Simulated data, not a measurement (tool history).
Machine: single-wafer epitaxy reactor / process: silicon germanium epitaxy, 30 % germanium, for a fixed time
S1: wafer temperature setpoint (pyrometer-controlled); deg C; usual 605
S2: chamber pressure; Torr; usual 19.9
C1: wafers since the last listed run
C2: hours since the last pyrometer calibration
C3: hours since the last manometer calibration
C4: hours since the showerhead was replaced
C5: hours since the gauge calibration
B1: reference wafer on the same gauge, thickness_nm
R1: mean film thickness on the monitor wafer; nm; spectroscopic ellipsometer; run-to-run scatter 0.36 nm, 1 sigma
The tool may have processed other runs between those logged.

run	hour	S1	S2	C1	C2	C3	C4	C5	B1	R1
1	0.0	605	19.9	0	724.1	732.9	1694.1	1480.7	58.456	62.742
2	69.7	605	19.9	1003	793.8	802.6	1763.8	1550.4	58.471	62.645
3	114.7	605	19.9	647	838.8	847.6	1808.8	1595.4	58.433	62.360
4	199.5	615	21.4	1220	923.6	932.4	1893.6	1680.2	58.465	79.045
5	262.9	605	19.9	912	987.0	995.8	1957.0	1743.6	58.482	62.289
6	308.8	617	22.6	660	1032.9	1041.7	2002.9	1789.5	58.542	83.621
7	413.7	605	19.9	1510	1137.8	1146.6	2107.8	1894.4	58.503	62.287
8	468.7	605	19.9	791	1192.8	1201.6	2162.8	1949.4	58.486	62.152
# hour 540.5: capacitance manometer re-zeroed and calibrated
9	566.8	605	19.9	1297	1290.9	26.3	2260.9	2047.5	58.505	63.816
10	604.3	605	23.1	539	1328.4	63.8	2298.4	2085.0	58.536	67.901
11	696.1	605	23.1	1321	1420.2	155.6	2390.2	2176.8	58.539	67.818
12	800.8	605	19.9	1507	1524.9	260.3	2494.9	2281.5	58.442	63.324
13	860.2	605	19.9	855	1584.3	319.7	2554.3	2340.9	58.531	63.261
14	913.8	605	19.9	771	1637.9	373.3	2607.9	2394.5	58.471	63.092
15	971.7	599	21.3	833	1695.8	431.2	2665.8	2452.4	58.439	56.417
16	1029.1	613	17.4	826	1753.2	488.6	2723.2	2509.8	58.523	70.217
17	1105.4	605	19.9	1098	1829.5	564.9	2799.5	2586.1	58.492	62.116
18	1202.9	613	16.7	1403	1927.0	662.4	2897.0	2683.6	58.434	68.733
19	1298.6	605	19.9	1377	2022.7	758.1	2992.7	2779.3	58.455	63.179
# hour 1323.1: gauge calibrated
20	1352.9	591	24.3	781	2077.0	812.4	3047.0	29.8	58.515	50.224
21	1414.8	618	24.3	891	2138.9	874.3	3108.9	91.7	58.464	87.467
22	1492.9	619	24.3	1124	2217.0	952.4	3187.0	169.8	58.443	88.886
# hour 1581.9: pyrometer calibrated
23	1582.4	605	19.9	1173	0.5	1041.9	3276.5	259.3	58.498	62.102
24	1668.3	615	21.9	1236	86.4	1127.8	3362.4	345.2	58.514	79.471
# hour 1711.5: showerhead replaced
# hour 1732.1: capacitance manometer re-zeroed and calibrated
25	1771.1	595	15.6	1249	189.2	39.0	59.6	448.0	58.522	47.227
26	1863.1	594	24.7	1324	281.2	131.0	151.6	540.0	58.503	55.306
27	1905.1	593	17.3	604	323.2	173.0	193.6	582.0	58.502	46.594
28	1992.0	605	18.0	1251	410.1	259.9	280.5	668.9	58.486	60.886
29	2031.4	605	19.9	567	449.5	299.3	319.9	708.3	58.419	63.551
30	2069.8	618	19.9	552	487.9	337.7	358.3	746.7	58.537	82.873
31	2165.9	614	21.4	1383	584.0	433.8	454.4	842.8	58.469	77.828
32	2285.7	599	22.8	1724	703.8	553.6	574.2	962.6	58.475	58.891
33	2414.6	605	19.9	1855	832.7	682.5	703.1	1091.5	58.495	62.872
34	2521.3	611	22.3	1536	939.4	789.2	809.8	1198.2	58.449	74.047

Below are 5 alternative next runs, each starting from the tool's condition after run 34. Predict each:
A	2521.7	616	19.9	5	939.8	789.6	810.2	1198.6	?	?
B	2521.7	615	24.2	5	939.8	789.6	810.2	1198.6	?	?
C	2521.7	611	16.6	5	939.8	789.6	810.2	1198.6	?	?
D	2521.7	594	15.1	5	939.8	789.6	810.2	1198.6	?	?
E	2521.7	599	24.8	5	939.8	789.6	810.2	1198.6	?	?

run	B1	R1
A	58.494	78.297
B	58.494	82.939
C	58.494	65.889
D	58.494	44.620
E	58.494	60.347
The same runs, with their run-to-run variation unchanged, on a tool lacking any hidden condition would have given:
run	R1
A	80.569
B	85.346
C	67.801
D	45.915
E	62.098
